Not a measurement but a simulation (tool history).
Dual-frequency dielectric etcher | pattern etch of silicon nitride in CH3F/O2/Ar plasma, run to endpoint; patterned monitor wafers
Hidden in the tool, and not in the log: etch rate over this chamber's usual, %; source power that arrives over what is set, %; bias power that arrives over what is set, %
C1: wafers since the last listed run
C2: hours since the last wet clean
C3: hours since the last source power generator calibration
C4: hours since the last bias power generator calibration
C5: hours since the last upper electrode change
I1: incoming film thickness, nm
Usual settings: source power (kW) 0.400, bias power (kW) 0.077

{"run": 1, "hour": 0.0, "source power (kW)": 0.35, "bias power (kW)": 0.082, "C1": 0, "C2": 165.1, "C3": 3618.4, "C4": 2371.8, "C5": 3743.9, "I1": 58.2, "endpoint time (s)": 78.9}
{"run": 2, "hour": 48.1, "source power (kW)": 0.35, "bias power (kW)": 0.082, "C1": 565, "C2": 213.2, "C3": 3666.5, "C4": 2419.9, "C5": 3792.0, "I1": 58.1, "endpoint time (s)": 80.4}
{"run": 3, "hour": 85.0, "source power (kW)": 0.4, "bias power (kW)": 0.07, "C1": 433, "C2": 250.1, "C3": 3703.4, "C4": 2456.8, "C5": 3828.9, "I1": 58.1, "endpoint time (s)": 81.6}
{"run": 4, "hour": 147.5, "source power (kW)": 0.4, "bias power (kW)": 0.077, "C1": 734, "C2": 312.6, "C3": 3765.9, "C4": 2519.3, "C5": 3891.4, "I1": 57.9, "endpoint time (s)": 78.7}
{"run": 5, "hour": 181.9, "source power (kW)": 0.4, "bias power (kW)": 0.077, "C1": 404, "C2": 347.0, "C3": 3800.3, "C4": 2553.7, "C5": 3925.8, "I1": 58.0, "endpoint time (s)": 79.9}
{"run": 6, "hour": 211.6, "source power (kW)": 0.4, "bias power (kW)": 0.077, "C1": 349, "C2": 376.7, "C3": 3830.0, "C4": 2583.4, "C5": 3955.5, "I1": 57.8, "endpoint time (s)": 78.7}
{"run": 7, "hour": 248.4, "source power (kW)": 0.43, "bias power (kW)": 0.068, "C1": 432, "C2": 413.5, "C3": 3866.8, "C4": 2620.2, "C5": 3992.3, "I1": 57.8, "endpoint time (s)": 81.5}
{"run": 8, "hour": 277.3, "source power (kW)": 0.43, "bias power (kW)": 0.068, "C1": 339, "C2": 442.4, "C3": 3895.7, "C4": 2649.1, "C5": 4021.2, "I1": 57.9, "endpoint time (s)": 82.1}
{"run": 9, "hour": 312.9, "source power (kW)": 0.43, "bias power (kW)": 0.068, "C1": 418, "C2": 478.0, "C3": 3931.3, "C4": 2684.7, "C5": 4056.8, "I1": 57.4, "endpoint time (s)": 81.4}
{"hour": 377.8, "done": "wet clean of the chamber"}
{"hour": 404.3, "done": "source power generator calibrated"}
{"hour": 431.8, "done": "bias power generator calibrated"}
{"run": 10, "hour": 476.3, "source power (kW)": 0.43, "bias power (kW)": 0.09, "C1": 1544, "C2": 98.5, "C3": 72.0, "C4": 44.5, "C5": 4220.2, "I1": 57.9, "endpoint time (s)": 71.2}
{"run": 11, "hour": 542.5, "source power (kW)": 0.43, "bias power (kW)": 0.09, "C1": 777, "C2": 164.7, "C3": 138.2, "C4": 110.7, "C5": 4286.4, "I1": 57.6, "endpoint time (s)": 70.9}
{"run": 12, "hour": 577.0, "source power (kW)": 0.42, "bias power (kW)": 0.077, "C1": 405, "C2": 199.2, "C3": 172.7, "C4": 145.2, "C5": 4320.9, "I1": 57.9, "endpoint time (s)": 77.1}
{"run": 13, "hour": 604.2, "source power (kW)": 0.42, "bias power (kW)": 0.077, "C1": 319, "C2": 226.4, "C3": 199.9, "C4": 172.4, "C5": 4348.1, "I1": 57.6, "endpoint time (s)": 76.4}
{"run": 14, "hour": 669.0, "source power (kW)": 0.46, "bias power (kW)": 0.083, "C1": 761, "C2": 291.2, "C3": 264.7, "C4": 237.2, "C5": 4412.9, "I1": 59.0, "endpoint time (s)": 74.8}
{"run": 15, "hour": 721.7, "source power (kW)": 0.36, "bias power (kW)": 0.092, "C1": 619, "C2": 343.9, "C3": 317.4, "C4": 289.9, "C5": 4465.6, "I1": 58.5, "endpoint time (s)": 76.5}

Run 16 comes next. What will it give?
{"run": 16, "hour": 777.7, "source power (kW)": 0.36, "bias power (kW)": 0.068, "C1": 658, "C2": 399.9, "C3": 373.4, "C4": 345.9, "C5": 4521.6, "I1": 58.0, "endpoint time (s)": "?"}

Run 16 gave endpoint time (s) 85.9.
Without the tool's hidden state the same run would have given endpoint time (s) 82.7.

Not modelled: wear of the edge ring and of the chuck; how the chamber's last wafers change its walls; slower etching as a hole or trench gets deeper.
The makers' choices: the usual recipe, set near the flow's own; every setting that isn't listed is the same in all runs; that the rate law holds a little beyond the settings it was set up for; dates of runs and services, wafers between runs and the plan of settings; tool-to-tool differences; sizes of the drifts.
